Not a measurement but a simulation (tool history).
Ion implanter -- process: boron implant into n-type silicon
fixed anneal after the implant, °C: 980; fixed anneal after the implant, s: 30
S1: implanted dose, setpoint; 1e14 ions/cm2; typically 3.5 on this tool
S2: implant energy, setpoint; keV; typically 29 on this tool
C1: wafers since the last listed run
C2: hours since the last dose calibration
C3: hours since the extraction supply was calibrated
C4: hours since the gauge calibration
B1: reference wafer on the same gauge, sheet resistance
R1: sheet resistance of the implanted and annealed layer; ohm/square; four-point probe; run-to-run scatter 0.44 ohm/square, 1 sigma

Run 1, hour 0: usual settings; C1 0; C2 1228.6; C3 5178.7; C4 82.9; B1 263.9. Result: R1 295.33 ohm/square.
Run 2, hour 38.4: usual settings; C1 829; C2 1267; C3 5217.1; C4 121.3; B1 263.82. Result: R1 295.85 ohm/square.
Run 3, hour 92.5: usual settings; C1 1168; C2 1321.1; C3 5271.2; C4 175.4; B1 264. Result: R1 296.58 ohm/square.
Run 4, hour 159.6: usual settings; C1 1449; C2 1388.2; C3 5338.3; C4 242.5; B1 264.01. Result: R1 295.77 ohm/square.
Run 5, hour 204.1: usual settings; C1 961; C2 1432.7; C3 5382.8; C4 287; B1 264.01. Result: R1 295.66 ohm/square.
Run 6, hour 246.1: usual settings; C1 907; C2 1474.7; C3 5424.8; C4 329; B1 264.05. Result: R1 295.64 ohm/square.
Run 7, hour 289.6: usual settings; C1 939; C2 1518.2; C3 5468.3; C4 372.5; B1 264.03. Result: R1 296.41 ohm/square.
At hour 319.7: Faraday cup replaced and dose calibrated.
Run 8, hour 348.9: usual settings; C1 1108; C2 29.2; C3 5527.6; C4 431.8; B1 264.04. Result: R1 292.04 ohm/square.
Run 9, hour 393.7: usual settings; C1 967; C2 74; C3 5572.4; C4 476.6; B1 264.17. Result: R1 291.05 ohm/square.
Run 10, hour 465.4: usual settings; C1 1548; C2 145.7; C3 5644.1; C4 548.3; B1 264.03. Result: R1 292.16 ohm/square.
Run 11, hour 532.3: usual settings; C1 1445; C2 212.6; C3 5711; C4 615.2; B1 263.98. Result: R1 293.27 ohm/square.
Run 12, hour 577.9: usual settings; C1 985; C2 258.2; C3 5756.6; C4 660.8; B1 264.05. Result: R1 293.21 ohm/square.
At hour 590.6: gauge calibrated.
Run 13, hour 640.3: usual settings but S2 21.5 keV; C1 1348; C2 320.6; C3 5819; C4 49.7; B1 264.04. Result: R1 300.46 ohm/square.
At hour 675.6: extraction supply calibrated.
Run 14, hour 697.8: usual settings but S1 2.59 1e14 ions/cm2, S2 21 keV; C1 1069; C2 378.1; C3 22.2; C4 107.2; B1 264.05. Result: R1 380.52 ohm/square.
Run 15, hour 723.1: usual settings but S1 2.46 1e14 ions/cm2; C1 546; C2 403.4; C3 47.5; C4 132.5; B1 263.95. Result: R1 382.57 ohm/square.
Run 16, hour 754: usual settings; C1 667; C2 434.3; C3 78.4; C4 163.4; B1 263.99. Result: R1 294 ohm/square.
Run 17, hour 807.3: usual settings but S1 4.5 1e14 ions/cm2, S2 38.5 keV; C1 1151; C2 487.6; C3 131.7; C4 216.7; B1 264.04. Result: R1 236.87 ohm/square.
Run 18, hour 859.4: usual settings but S1 3.95 1e14 ions/cm2, S2 39 keV; C1 1125; C2 539.7; C3 183.8; C4 268.8; B1 264. Result: R1 261.78 ohm/square.
Run 19, hour 919.5: usual settings; C1 1298; C2 599.8; C3 243.9; C4 328.9; B1 264.14. Result: R1 294.44 ohm/square.
Run 20, hour 950.5: usual settings but S1 2.93 1e14 ions/cm2, S2 32 keV; C1 669; C2 630.8; C3 274.9; C4 359.9; B1 263.91. Result: R1 334.12 ohm/square.

What if the next run were any one of these 4? Each begins from the tool's condition after run 20:
Run A, hour 950.9: usual settings but S2 38.5 keV; C1 8; C2 631.2; C3 275.3; C4 360.3; B1 ?. Result: R1 ?.
Run B, hour 950.9: usual settings but S1 3.24 1e14 ions/cm2, S2 26 keV; C1 8; C2 631.2; C3 275.3; C4 360.3; B1 ?. Result: R1 ?.
Run C, hour 950.9: usual settings but S2 24 keV; C1 8; C2 631.2; C3 275.3; C4 360.3; B1 ?. Result: R1 ?.
Run D, hour 950.9: usual settings but S1 2.92 1e14 ions/cm2, S2 21.5 keV; C1 8; C2 631.2; C3 275.3; C4 360.3; B1 ?. Result: R1 ?.

run      B1      R1
  A  263.94  287.22
  B  263.94  315.26
  C  263.94   299.1
  D  263.94  347.05
With no hidden state in the tool, these same runs would have given:
run      R1
  A  284.77
  B   312.5
  C  296.46
  D  343.99
